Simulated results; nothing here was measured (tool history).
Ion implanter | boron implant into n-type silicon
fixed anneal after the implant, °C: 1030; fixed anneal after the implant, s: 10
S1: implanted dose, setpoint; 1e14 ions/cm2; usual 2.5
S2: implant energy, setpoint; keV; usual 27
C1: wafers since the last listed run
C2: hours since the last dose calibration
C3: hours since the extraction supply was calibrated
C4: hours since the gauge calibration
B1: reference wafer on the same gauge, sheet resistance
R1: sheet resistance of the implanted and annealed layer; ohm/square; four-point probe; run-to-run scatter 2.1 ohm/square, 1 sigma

run	day	S1	S2	C1	C2	C3	C4	B1	R1
1	0	2.5	27	0	1242.5	3725.7	348.7	457.37	382.71
2	1.575	2.5	27	452	1280.3	3763.5	386.5	457.59	381.1
3	2.712	2.5	27	326	1307.6	3790.8	413.8	456.72	381.68
4	3.308	2.8	27	171	1321.9	3805.1	428.1	456.94	346.39
5	4.508	2.5	27	344	1350.7	3833.9	456.9	456.69	377.22
6	5.312	2.5	27	230	1370	3853.2	476.2	457.56	381.33
7	5.979	2.5	32.5	191	1386	3869.2	492.2	456.72	375.39
8	7.188	2.5	27	346	1415	3898.2	521.2	456.73	381.74
9	8.6	3.09	27	405	1448.9	3932.1	555.1	457.52	318.79
# day 9.321: extraction supply calibrated
10	9.579	3.09	27	185	1472.4	6.2	578.6	456.75	321.54
# day 9.979: gauge calibrated
11	10.662	1.96	31.5	311	1498.4	32.2	16.4	457.15	456.84
12	12.046	2.19	34.5	397	1531.6	65.4	49.6	456.68	411.7
13	12.9	2.03	21	245	1552.1	85.9	70.1	456.97	465.98
# day 13.546: Faraday cup replaced and dose calibrated
14	13.621	2.73	27	111	1.8	103.2	87.4	457.11	352.82
15	14.338	2.03	21	205	19	120.4	104.6	457	467.01
16	15.6	2.88	27	362	49.3	150.7	134.9	457.3	337.06
17	16.542	2.5	21	270	71.9	173.3	157.5	457.43	394.43
18	17.829	2.5	36	369	102.8	204.2	188.4	456.71	366.32
19	19.025	2.08	27	343	131.5	232.9	217.1	457.35	443.95
20	20.475	2.97	24	416	166.3	267.7	251.9	456.96	336.08
21	21.604	2.04	19	324	193.4	294.8	279	457.65	467.82
22	22.212	1.96	31.5	174	208	309.4	293.6	457.47	450.53
23	23.292	3.11	27	309	233.9	335.3	319.5	457.48	318.33

Forecast each of these 5 alternatives for the next run:
A	23.308	2.12	27	4	234.3	335.7	319.9	?	?
B	23.308	3.23	23.5	4	234.3	335.7	319.9	?	?
C	23.308	1.97	36	4	234.3	335.7	319.9	?	?
D	23.308	2.71	27	4	234.3	335.7	319.9	?	?
E	23.308	2.3	18	4	234.3	335.7	319.9	?	?

run	B1	R1
A	456.24	435.62
B	456.24	315.55
C	456.24	444.58
D	456.24	358.07
E	456.24	428.09
With the hidden condition removed and each run's random variation left untouched, the same runs would have given:
run	R1
A	435.62
B	315.55
C	444.58
D	358.07
E	428.09
